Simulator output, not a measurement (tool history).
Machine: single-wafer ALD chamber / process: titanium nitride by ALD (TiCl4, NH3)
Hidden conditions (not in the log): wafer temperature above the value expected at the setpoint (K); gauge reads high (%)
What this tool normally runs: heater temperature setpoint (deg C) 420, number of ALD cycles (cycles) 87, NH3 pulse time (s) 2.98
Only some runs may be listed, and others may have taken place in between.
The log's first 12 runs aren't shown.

run	hour	heater temperature setpoint (deg C)	number of ALD cycles (cycles)	NH3 pulse time (s)	wafers since the last listed run	hours since the last thermocouple change	hours since the showerhead was replaced	hours since the gauge calibration	read-back reference wafer on the same gauge, thickness_nm	mean film thickness on the monitor wafer (nm)
13	329.1	420	76	2.98	40	1428.7	4604.4	682.3	2.167	1.767
14	360.1	420	87	2.98	50	1459.7	4635.4	713.3	2.165	2.021
# hour 375.7: thermocouple changed; heater temperature recalibrated
15	387.9	420	87	2.98	32	12.2	4663.2	741.1	2.163	2.011
# hour 394.5: gauge calibrated
16	407.8	420	87	2.98	32	32.1	4683.1	13.3	2.190	2.053
17	433.4	410	87	2.98	42	57.7	4708.7	38.9	2.189	2.043
# hour 442.9: showerhead replaced
18	450.2	406	87	3.79	14	74.5	7.3	55.7	2.190	2.044
19	468.9	420	78	2.98	30	93.2	26.0	74.4	2.189	1.842
20	487.2	420	87	2.98	30	111.5	44.3	92.7	2.190	2.039
21	522.7	434	93	1.89	58	147.0	79.8	128.2	2.189	2.165
22	554.6	427	71	2.52	52	178.9	111.7	160.1	2.189	1.669
23	577.5	420	87	2.19	37	201.8	134.6	183.0	2.187	2.038
24	606.7	433	99	2.21	47	231.0	163.8	212.2	2.189	2.319
25	630.4	434	87	2.98	38	254.7	187.5	235.9	2.188	2.050
26	643.6	426	87	2.19	21	267.9	200.7	249.1	2.187	2.034
27	662.4	420	87	1.79	30	286.7	219.5	267.9	2.186	2.027
28	694.2	427	104	2.04	52	318.5	251.3	299.7	2.186	2.431
29	706.6	420	87	2.98	20	330.9	263.7	312.1	2.186	2.043
30	730.6	420	87	2.98	39	354.9	287.7	336.1	2.184	2.045
31	747.7	425	102	2.98	28	372.0	304.8	353.2	2.184	2.384
32	768.3	420	87	3.54	33	392.6	325.4	373.8	2.184	2.045
33	797.3	420	87	2.98	47	421.6	354.4	402.8	2.183	2.034
34	823.5	429	87	4.14	43	447.8	380.6	429.0	2.181	2.050

3 ways to go on from here, each from the tool as it stands after run 34. What would each give?
A	824.1	420	97	2.98	0	448.4	381.2	429.6	?	?
B	824.1	420	97	2.42	0	448.4	381.2	429.6	?	?
C	824.1	420	87	3.55	0	448.4	381.2	429.6	?	?

run	read-back reference wafer on the same gauge, thickness_nm	mean film thickness on the monitor wafer (nm)
A	2.181	2.269
B	2.181	2.262
C	2.181	2.040
Without the tool's unlogged condition, the same runs would have read:
run	mean film thickness on the monitor wafer (nm)
A	2.278
B	2.271
C	2.048
